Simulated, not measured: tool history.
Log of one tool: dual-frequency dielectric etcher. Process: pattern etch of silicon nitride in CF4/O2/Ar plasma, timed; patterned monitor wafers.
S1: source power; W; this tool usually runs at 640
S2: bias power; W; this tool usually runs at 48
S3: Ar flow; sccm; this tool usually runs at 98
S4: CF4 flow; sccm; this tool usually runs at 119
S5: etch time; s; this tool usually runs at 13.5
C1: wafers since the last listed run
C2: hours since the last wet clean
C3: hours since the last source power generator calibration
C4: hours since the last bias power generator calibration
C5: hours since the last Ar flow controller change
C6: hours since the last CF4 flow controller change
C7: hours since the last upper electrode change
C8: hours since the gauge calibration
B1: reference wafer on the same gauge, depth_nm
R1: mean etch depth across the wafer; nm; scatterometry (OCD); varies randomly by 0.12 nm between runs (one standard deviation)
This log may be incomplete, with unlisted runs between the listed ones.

{"run": 1, "day": 0.0, "S1": 750, "S2": 36, "S3": 89, "S4": 119, "S5": 13.5, "C1": 0, "C2": 85.4, "C3": 415.0, "C4": 2325.6, "C5": 157.7, "C6": 2560.8, "C7": 2074.3, "C8": 2590.2, "B1": 32.59, "R1": 35.98}
{"run": 2, "day": 2.233, "S1": 510, "S2": 48, "S3": 98, "S4": 119, "S5": 13.5, "C1": 752, "C2": 139.0, "C3": 468.6, "C4": 2379.2, "C5": 211.3, "C6": 2614.4, "C7": 2127.9, "C8": 2643.8, "B1": 32.62, "R1": 28.69}
{"run": 3, "day": 4.688, "S1": 560, "S2": 48, "S3": 98, "S4": 119, "S5": 17.5, "C1": 827, "C2": 197.9, "C3": 527.5, "C4": 2438.1, "C5": 270.2, "C6": 2673.3, "C7": 2186.8, "C8": 2702.7, "B1": 32.6, "R1": 39.95}
{"run": 4, "day": 6.829, "S1": 640, "S2": 48, "S3": 89, "S4": 119, "S5": 13.5, "C1": 721, "C2": 249.3, "C3": 578.9, "C4": 2489.5, "C5": 321.6, "C6": 2724.7, "C7": 2238.2, "C8": 2754.1, "B1": 32.62, "R1": 34.22}
{"day": 7.362, "done": "gauge calibrated"}
{"run": 5, "day": 8.283, "S1": 640, "S2": 48, "S3": 98, "S4": 119, "S5": 11.0, "C1": 490, "C2": 284.2, "C3": 613.8, "C4": 2524.4, "C5": 356.5, "C6": 2759.6, "C7": 2273.1, "C8": 22.1, "B1": 32.58, "R1": 27.85}
{"run": 6, "day": 9.729, "S1": 640, "S2": 48, "S3": 98, "S4": 127, "S5": 13.5, "C1": 487, "C2": 318.9, "C3": 648.5, "C4": 2559.1, "C5": 391.2, "C6": 2794.3, "C7": 2307.8, "C8": 56.8, "B1": 32.57, "R1": 34.55}
{"day": 12.533, "done": "upper electrode replaced"}
{"run": 7, "day": 16.825, "S1": 640, "S2": 43, "S3": 88, "S4": 119, "S5": 13.5, "C1": 2054, "C2": 489.2, "C3": 818.8, "C4": 2729.4, "C5": 561.5, "C6": 2964.6, "C7": 103.0, "C8": 227.1, "B1": 32.6, "R1": 33.74}
{"run": 8, "day": 19.65, "S1": 710, "S2": 59, "S3": 98, "S4": 105, "S5": 13.5, "C1": 952, "C2": 557.0, "C3": 886.6, "C4": 2797.2, "C5": 629.3, "C6": 3032.4, "C7": 170.8, "C8": 294.9, "B1": 32.59, "R1": 38.52}
{"day": 21.233, "done": "wet clean of the chamber"}
{"run": 9, "day": 21.371, "S1": 640, "S2": 52, "S3": 98, "S4": 119, "S5": 13.5, "C1": 242, "C2": 3.3, "C3": 927.9, "C4": 2838.5, "C5": 670.6, "C6": 3073.7, "C7": 212.1, "C8": 336.2, "B1": 32.59, "R1": 34.52}
{"day": 23.854, "done": "CF4 flow controller replaced"}
{"run": 10, "day": 23.875, "S1": 640, "S2": 48, "S3": 98, "S4": 119, "S5": 15.0, "C1": 759, "C2": 63.4, "C3": 988.0, "C4": 2898.6, "C5": 730.7, "C6": 0.5, "C7": 272.2, "C8": 396.3, "B1": 32.62, "R1": 37.58}
{"run": 11, "day": 25.012, "S1": 640, "S2": 48, "S3": 98, "S4": 119, "S5": 13.5, "C1": 383, "C2": 90.7, "C3": 1015.3, "C4": 2925.9, "C5": 758.0, "C6": 27.8, "C7": 299.5, "C8": 423.6, "B1": 32.61, "R1": 33.93}
{"run": 12, "day": 26.179, "S1": 640, "S2": 48, "S3": 98, "S4": 119, "S5": 13.5, "C1": 393, "C2": 118.7, "C3": 1043.3, "C4": 2953.9, "C5": 786.0, "C6": 55.8, "C7": 327.5, "C8": 451.6, "B1": 32.6, "R1": 34.01}
{"day": 26.6, "done": "bias power generator calibrated"}
{"run": 13, "day": 28.275, "S1": 640, "S2": 48, "S3": 98, "S4": 119, "S5": 13.5, "C1": 650, "C2": 169.0, "C3": 1093.6, "C4": 40.2, "C5": 836.3, "C6": 106.1, "C7": 377.8, "C8": 501.9, "B1": 32.59, "R1": 33.87}
{"run": 14, "day": 36.071, "S1": 640, "S2": 48, "S3": 98, "S4": 119, "S5": 13.5, "C1": 2627, "C2": 356.1, "C3": 1280.7, "C4": 227.3, "C5": 1023.4, "C6": 293.2, "C7": 564.9, "C8": 689.0, "B1": 32.62, "R1": 34.32}
{"run": 15, "day": 37.854, "S1": 640, "S2": 45, "S3": 112, "S4": 119, "S5": 14.5, "C1": 601, "C2": 398.9, "C3": 1323.5, "C4": 270.1, "C5": 1066.2, "C6": 336.0, "C7": 607.7, "C8": 731.8, "B1": 32.59, "R1": 35.79}
{"run": 16, "day": 39.683, "S1": 640, "S2": 48, "S3": 98, "S4": 138, "S5": 10.5, "C1": 616, "C2": 442.8, "C3": 1367.4, "C4": 314.0, "C5": 1110.1, "C6": 379.9, "C7": 651.6, "C8": 775.7, "B1": 32.59, "R1": 27.15}
{"day": 42.45, "done": "wet clean of the chamber"}
{"run": 17, "day": 46.588, "S1": 640, "S2": 48, "S3": 84, "S4": 119, "S5": 13.5, "C1": 1990, "C2": 99.3, "C3": 1533.1, "C4": 479.7, "C5": 1275.8, "C6": 545.6, "C7": 817.3, "C8": 941.4, "B1": 32.61, "R1": 34.46}
{"run": 18, "day": 49.433, "S1": 690, "S2": 48, "S3": 98, "S4": 136, "S5": 13.5, "C1": 959, "C2": 167.6, "C3": 1601.4, "C4": 548.0, "C5": 1344.1, "C6": 613.9, "C7": 885.6, "C8": 1009.7, "B1": 32.62, "R1": 36.55}
{"run": 19, "day": 50.796, "S1": 640, "S2": 48, "S3": 108, "S4": 141, "S5": 17.0, "C1": 459, "C2": 200.3, "C3": 1634.1, "C4": 580.7, "C5": 1376.8, "C6": 646.6, "C7": 918.3, "C8": 1042.4, "B1": 32.57, "R1": 43.36}
{"run": 20, "day": 53.383, "S1": 560, "S2": 48, "S3": 113, "S4": 119, "S5": 10.5, "C1": 872, "C2": 262.4, "C3": 1696.2, "C4": 642.8, "C5": 1438.9, "C6": 708.7, "C7": 980.4, "C8": 1104.5, "B1": 32.61, "R1": 23.65}
{"run": 21, "day": 54.475, "S1": 640, "S2": 48, "S3": 78, "S4": 119, "S5": 10.0, "C1": 367, "C2": 288.6, "C3": 1722.4, "C4": 669.0, "C5": 1465.1, "C6": 734.9, "C7": 1006.6, "C8": 1130.7, "B1": 32.6, "R1": 25.85}

A few steps of R1 between consecutive runs. Split each: what settings, incoming material and random variation would produce without the hidden state, and what is left over for the hidden state, along with gauge scatter present in only one of the two compared results (measured, and without hidden state):
The hidden state here: etch rate over this chamber's usual, %; source power that arrives over what is set, %; bias power that arrives over what is set, %; Ar flow that arrives over what is set, %; CF4 flow that arrives over what is set, %; gauge reads high (%).
Run 2 -> 3: S1 510 -> 560, S5 13.5 -> 17.5. R1 +11.26 nm: hidden state +0.11, all else +11.15.
Run 8 -> 9: S1 710 -> 640, S2 59 -> 52, S4 105 -> 119, wet clean of the chamber. R1 -4.00 nm: hidden state -0.56, all else -3.44.
Run 13 -> 14: settings left as they were, no log entry in between. R1 +0.45 nm: hidden state +0.16, all else +0.29.
Run 19 -> 20: S1 640 -> 560, S3 108 -> 113, S4 141 -> 119, S5 17.0 -> 10.5. R1 -19.71 nm: hidden state -0.08, all else -19.63.
